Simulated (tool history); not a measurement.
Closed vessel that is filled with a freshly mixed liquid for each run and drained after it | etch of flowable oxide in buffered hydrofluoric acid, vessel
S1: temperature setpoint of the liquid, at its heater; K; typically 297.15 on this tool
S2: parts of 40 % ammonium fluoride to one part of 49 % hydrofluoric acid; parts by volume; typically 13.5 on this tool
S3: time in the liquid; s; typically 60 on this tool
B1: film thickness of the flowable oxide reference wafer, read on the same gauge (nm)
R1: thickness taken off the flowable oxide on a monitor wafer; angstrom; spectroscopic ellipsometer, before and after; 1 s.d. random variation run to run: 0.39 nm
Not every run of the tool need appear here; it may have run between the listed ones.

{"run": 1, "day": 0.0, "S1": 296.15, "S2": 13.5, "S3": 60, "B1": 129.99, "R1": 831.7}
{"run": 2, "day": 3.4, "S1": 296.15, "S2": 13.5, "S3": 60, "B1": 130, "R1": 834.9}
{"run": 3, "day": 7.592, "S1": 297.15, "S2": 13.5, "S3": 60, "B1": 129.99, "R1": 870}
{"run": 4, "day": 14.046, "S1": 297.15, "S2": 13.5, "S3": 60, "B1": 129.99, "R1": 874.4}
{"run": 5, "day": 16.371, "S1": 297.15, "S2": 13.5, "S3": 60, "B1": 129.98, "R1": 882.7}
{"run": 6, "day": 19.925, "S1": 297.15, "S2": 13.5, "S3": 60, "B1": 130.01, "R1": 879.1}
{"run": 7, "day": 24.071, "S1": 297.15, "S2": 13.5, "S3": 60, "B1": 129.98, "R1": 886.4}
{"run": 8, "day": 28.338, "S1": 297.15, "S2": 13.5, "S3": 60, "B1": 129.99, "R1": 878.2}
{"run": 9, "day": 30.667, "S1": 294.15, "S2": 13.5, "S3": 60, "B1": 130.03, "R1": 749.9}
{"day": 31.9, "done": "gauge calibrated"}
{"run": 10, "day": 34.492, "S1": 297.15, "S2": 13.5, "S3": 60, "B1": 130, "R1": 890.4}
{"run": 11, "day": 38.683, "S1": 297.15, "S2": 13.5, "S3": 60, "B1": 130, "R1": 885.5}
{"run": 12, "day": 42.129, "S1": 292.65, "S2": 13.5, "S3": 75, "B1": 130, "R1": 859}
{"run": 13, "day": 44.679, "S1": 294.65, "S2": 15.5, "S3": 50, "B1": 130, "R1": 563.1}
{"day": 45.433, "done": "thermometer replaced"}
{"run": 14, "day": 48.479, "S1": 300.65, "S2": 16, "S3": 40, "B1": 130, "R1": 571.8}
{"run": 15, "day": 52.675, "S1": 297.15, "S2": 18.5, "S3": 60, "B1": 130.01, "R1": 611.7}
{"run": 16, "day": 54.917, "S1": 297.15, "S2": 16, "S3": 60, "B1": 129.98, "R1": 712.3}
{"day": 55.046, "done": "hydrofluoric acid flow meter replaced"}
{"run": 17, "day": 57.579, "S1": 297.15, "S2": 12, "S3": 45, "B1": 130, "R1": 708.3}
{"run": 18, "day": 61.346, "S1": 292.65, "S2": 18, "S3": 60, "B1": 130, "R1": 496.5}
{"run": 19, "day": 63.654, "S1": 293.15, "S2": 13.5, "S3": 30, "B1": 130.03, "R1": 339.9}
{"run": 20, "day": 65.933, "S1": 297.15, "S2": 13.5, "S3": 75, "B1": 130.01, "R1": 1061}
{"run": 21, "day": 68.867, "S1": 297.15, "S2": 13.5, "S3": 60, "B1": 130, "R1": 853.9}

Expected results for the next run?
{"run": 22, "day": 72.079, "S1": 299.15, "S2": 9, "S3": 60, "B1": "?", "R1": "?"}

B1: 130.02
R1: 1348.5 angstrom
Had the tool carried no hidden state, the very same run would have given R1 1326.9 angstrom.
